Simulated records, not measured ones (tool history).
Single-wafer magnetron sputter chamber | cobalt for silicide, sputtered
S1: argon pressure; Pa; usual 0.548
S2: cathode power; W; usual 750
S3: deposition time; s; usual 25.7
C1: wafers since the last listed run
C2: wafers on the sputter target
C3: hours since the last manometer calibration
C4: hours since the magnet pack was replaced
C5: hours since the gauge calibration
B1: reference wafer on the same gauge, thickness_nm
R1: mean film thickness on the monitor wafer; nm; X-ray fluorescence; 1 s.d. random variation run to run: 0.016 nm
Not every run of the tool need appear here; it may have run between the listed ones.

| run | hour | S1 | S2 | S3 | C1 | C2 | C3 | C4 | C5 | B1 | R1 |
|---|---|---|---|---|---|---|---|---|---|---|---|
| 1 | 0.0 | 0.548 | 750 | 25.7 | 0 | 4060 | 1683.2 | 6238.5 | 108.0 | 10.103 | 10.751 |
| 2 | 12.6 | 0.548 | 750 | 25.7 | 307 | 4368 | 1695.8 | 6251.1 | 120.6 | 10.102 | 10.743 |
| 3 | 19.1 | 0.548 | 750 | 25.7 | 158 | 4526 | 1702.3 | 6257.6 | 127.1 | 10.098 | 10.738 |
| 4 | 26.5 | 0.548 | 750 | 25.7 | 180 | 4707 | 1709.7 | 6265.0 | 134.5 | 10.099 | 10.759 |
| 5 | 33.7 | 0.548 | 750 | 25.7 | 175 | 4883 | 1716.9 | 6272.2 | 141.7 | 10.098 | 10.728 |
| 6 | 41.7 | 0.548 | 750 | 25.7 | 195 | 5078 | 1724.9 | 6280.2 | 149.7 | 10.096 | 10.711 |
| 7 | 58.1 | 0.548 | 750 | 25.7 | 400 | 5479 | 1741.3 | 6296.6 | 166.1 | 10.100 | 10.741 |
| 8 | 70.5 | 0.548 | 600 | 25.7 | 302 | 5782 | 1753.7 | 6309.0 | 178.5 | 10.099 | 8.856 |
| 9 | 86.2 | 0.548 | 600 | 25.7 | 383 | 6165 | 1769.4 | 6324.7 | 194.2 | 10.096 | 8.851 |
|  | 108.2 | sputter target and shields replaced |
| 10 | 108.7 | 0.548 | 600 | 25.7 | 354 | 13 | 1791.9 | 6347.2 | 216.7 | 10.100 | 8.945 |
| 11 | 120.3 | 0.605 | 750 | 25.7 | 283 | 296 | 1803.5 | 6358.8 | 228.3 | 10.097 | 10.599 |
| 12 | 134.8 | 0.605 | 750 | 25.7 | 354 | 650 | 1818.0 | 6373.3 | 242.8 | 10.101 | 10.612 |
| 13 | 148.5 | 0.413 | 750 | 25.7 | 334 | 985 | 1831.7 | 6387.0 | 256.5 | 10.101 | 11.273 |
|  | 158.2 | capacitance manometer re-zeroed and calibrated |
| 14 | 164.8 | 0.413 | 750 | 25.7 | 202 | 1187 | 6.6 | 6403.3 | 272.8 | 10.103 | 11.299 |
| 15 | 176.9 | 0.421 | 800 | 30.8 | 295 | 1483 | 18.7 | 6415.4 | 284.9 | 10.101 | 14.244 |
| 16 | 185.9 | 0.421 | 800 | 30.8 | 219 | 1703 | 27.7 | 6424.4 | 293.9 | 10.096 | 14.253 |
| 17 | 199.1 | 0.548 | 750 | 25.7 | 322 | 2025 | 40.9 | 6437.6 | 307.1 | 10.095 | 10.790 |
|  | 199.2 | gauge calibrated |
| 18 | 205.7 | 0.548 | 750 | 25.7 | 161 | 2186 | 47.5 | 6444.2 | 6.5 | 10.097 | 10.774 |
| 19 | 221.5 | 0.548 | 850 | 28.4 | 385 | 2572 | 63.3 | 6460.0 | 22.3 | 10.101 | 13.279 |
|  | 234.1 | magnet pack replaced |
| 20 | 234.6 | 0.411 | 750 | 25.7 | 124 | 2697 | 76.4 | 0.5 | 35.4 | 10.100 | 11.247 |
| 21 | 240.8 | 0.413 | 750 | 25.7 | 151 | 2848 | 82.6 | 6.7 | 41.6 | 10.102 | 11.243 |
| 22 | 247.8 | 0.612 | 600 | 25.7 | 170 | 3019 | 89.6 | 13.7 | 48.6 | 10.103 | 8.758 |
| 23 | 260.3 | 0.548 | 750 | 21.7 | 305 | 3325 | 102.1 | 26.2 | 61.1 | 10.096 | 9.085 |
| 24 | 270.3 | 0.548 | 750 | 25.7 | 244 | 3569 | 112.1 | 36.2 | 71.1 | 10.102 | 10.776 |
| 25 | 280.6 | 0.606 | 750 | 24.4 | 251 | 3821 | 122.4 | 46.5 | 81.4 | 10.099 | 10.020 |
| 26 | 309.3 | 0.352 | 550 | 28.5 | 701 | 4522 | 151.1 | 75.2 | 110.1 | 10.104 | 9.780 |
| 27 | 324.8 | 0.373 | 750 | 28.6 | 378 | 4900 | 166.6 | 90.7 | 125.6 | 10.100 | 12.612 |
| 28 | 338.4 | 0.548 | 750 | 25.7 | 332 | 5232 | 180.2 | 104.3 | 139.2 | 10.100 | 10.694 |

4 ways to go on from here, each from the tool as it stands after run 28. What would each give?
| A | 338.8 | 0.548 | 750 | 25.7 | 9 | 5242 | 180.6 | 104.7 | 139.6 | ? | ? |
| B | 338.8 | 0.485 | 850 | 21.8 | 9 | 5242 | 180.6 | 104.7 | 139.6 | ? | ? |
| C | 338.8 | 0.548 | 600 | 29.4 | 9 | 5242 | 180.6 | 104.7 | 139.6 | ? | ? |
| D | 338.8 | 0.749 | 750 | 23.2 | 9 | 5242 | 180.6 | 104.7 | 139.6 | ? | ? |

| run | B1 | R1 |
|---|---|---|
| A | 10.101 | 10.713 |
| B | 10.101 | 10.331 |
| C | 10.101 | 10.152 |
| D | 10.101 | 9.082 |
Take away the tool's hidden state, keep each run's random variation, and the runs would have read:
| run | R1 |
|---|---|
| A | 10.831 |
| B | 10.445 |
| C | 10.264 |
| D | 9.183 |
